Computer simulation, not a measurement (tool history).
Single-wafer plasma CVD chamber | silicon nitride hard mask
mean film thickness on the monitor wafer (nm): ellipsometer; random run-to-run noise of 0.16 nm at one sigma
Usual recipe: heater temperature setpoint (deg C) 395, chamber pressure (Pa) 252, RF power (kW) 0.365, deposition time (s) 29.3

run     day  heater temperature setpoint (deg C)  chamber pressure (Pa)  RF power (kW)  deposition time (s)  wafers since the last listed run  hours since the last thermocouple change  hours since the last RF generator calibration  hours since the last manometer calibration  hours since the showerhead was replaced  hours since the gauge calibration  read-back reference wafer on the same gauge, thickness_nm  mean film thickness on the monitor wafer (nm)
  1   0.000                                  395                    252          0.365                 29.3                                 0                                     216.4                                          897.2                                      1960.3                                   5647.8                              675.8                                                     48.590                                         45.028
      3.667  -- RF generator calibrated
  2   3.838                                  395                    252          0.365                 29.3                              1945                                     308.5                                            4.1                                      2052.4                                   5739.9                              767.9                                                     48.641                                         45.620
  3   6.667                                  395                    252          0.365                 29.3                              1570                                     376.4                                           72.0                                      2120.3                                   5807.8                              835.8                                                     48.556                                         44.951
  4  13.367                                  387                    252          0.365                 29.3                              3719                                     537.2                                          232.8                                      2281.1                                   5968.6                              996.6                                                     48.557                                         45.593
  5  16.896                                  395                    252          0.365                 29.3                              1959                                     621.9                                          317.5                                      2365.8                                   6053.3                             1081.3                                                     48.636                                         45.450
  6  19.962                                  395                    252          0.365                 29.3                              1702                                     695.5                                          391.1                                      2439.4                                   6126.9                             1154.9                                                     48.575                                         45.281
     25.742  -- capacitance manometer re-zeroed and calibrated
  7  33.175                                  395                    252          0.365                 29.3                              7149                                    1012.6                                          708.2                                       178.4                                   6444.0                             1472.0                                                     48.640                                         44.949
  8  36.383                                  395                    252          0.365                 29.3                              1781                                    1089.6                                          785.2                                       255.4                                   6521.0                             1549.0                                                     48.566                                         45.199
  9  38.638                                  395                    252          0.365                 29.3                              1251                                    1143.7                                          839.3                                       309.5                                   6575.1                             1603.1                                                     48.592                                         45.500
 10  40.871                                  395                    252          0.365                 29.3                              1239                                    1197.3                                          892.9                                       363.1                                   6628.7                             1656.7                                                     48.533                                         45.130
     41.712  -- thermocouple changed; heater temperature recalibrated
 11  43.321                                  395                    252          0.365                 29.3                              1175                                      38.6                                          951.7                                       421.9                                   6687.5                             1715.5                                                     48.609                                         45.080
     44.262  -- RF generator calibrated
 12  44.821                                  395                    252          0.365                 29.3                               647                                      74.6                                           13.4                                       457.9                                   6723.5                             1751.5                                                     48.618                                         45.293
     45.321  -- showerhead replaced
 13  46.921                                  405                    252          0.365                 29.3                               980                                     125.0                                           63.8                                       508.3                                     38.4                             1801.9                                                     48.569                                         45.282
 14  50.571                                  402                    252          0.365                 29.3                              2026                                     212.6                                          151.4                                       595.9                                    126.0                             1889.5                                                     48.604                                         45.223
 15  55.004                                  395                    252          0.365                 29.3                              2461                                     319.0                                          257.8                                       702.3                                    232.4                             1995.9                                                     48.559                                         45.283
 16  57.667                                  395                    252          0.385                 29.3                              1478                                     382.9                                          321.7                                       766.2                                    296.3                             2059.8                                                     48.560                                         47.313
 17  59.933                                  395                    252          0.365                 25.9                              1258                                     437.3                                          376.1                                       820.6                                    350.7                             2114.2                                                     48.641                                         40.032
 18  62.308                                  395                    304          0.395                 29.3                              1318                                     494.3                                          433.1                                       877.6                                    407.7                             2171.2                                                     48.649                                         50.553
     64.638  -- gauge calibrated
 19  65.354                                  395                    252          0.365                 29.3                              1690                                     567.4                                          506.2                                       950.7                                    480.8                               17.2                                                     48.547                                         45.136
 20  67.825                                  395                    252          0.365                 29.3                              1371                                     626.7                                          565.5                                      1010.0                                    540.1                               76.5                                                     48.593                                         45.184
 21  71.400                                  395                    252          0.325                 29.3                              1984                                     712.5                                          651.3                                      1095.8                                    625.9                              162.3                                                     48.557                                         40.772
 22  73.429                                  395                    252          0.365                 29.3                              1126                                     761.2                                          700.0                                      1144.5                                    674.6                              211.0                                                     48.557                                         45.216
 23  76.088                                  395                    252          0.365                 32.4                              1475                                     825.0                                          763.8                                      1208.3                                    738.4                              274.8                                                     48.615                                         49.880
 24  77.762                                  395                    252          0.365                 32.3                               929                                     865.2                                          804.0                                      1248.5                                    778.6                              315.0                                                     48.654                                         49.835
     78.792  -- RF generator calibrated
 25  81.558                                  395                    252          0.365                 29.3                              1922                                     956.3                                           66.4                                      1339.6                                    869.7                              406.1                                                     48.636                                         45.271
 26  84.683                                  402                    252          0.340                 32.2                              1734                                    1031.3                                          141.4                                      1414.6                                    944.7                              481.1                                                     48.504                                         46.461
 27  88.217                                  391                    252          0.365                 31.9                              1961                                    1116.1                                          226.2                                      1499.4                                   1029.5                              565.9                                                     48.608                                         49.284
 28  92.279                                  386                    208          0.365                 29.3                              2255                                    1213.6                                          323.7                                      1596.9                                   1127.0                              663.4                                                     48.548                                         43.541

What the log doesn't show, run by run:
wafer temperature above the value expected at the setpoint (K): 0, the same for each run
delivered RF power above the setpoint (%): 0, the same for each run
true pressure above the setpoint (%): 0, the same for each run
gauge reads high (%): 0, the same for each run
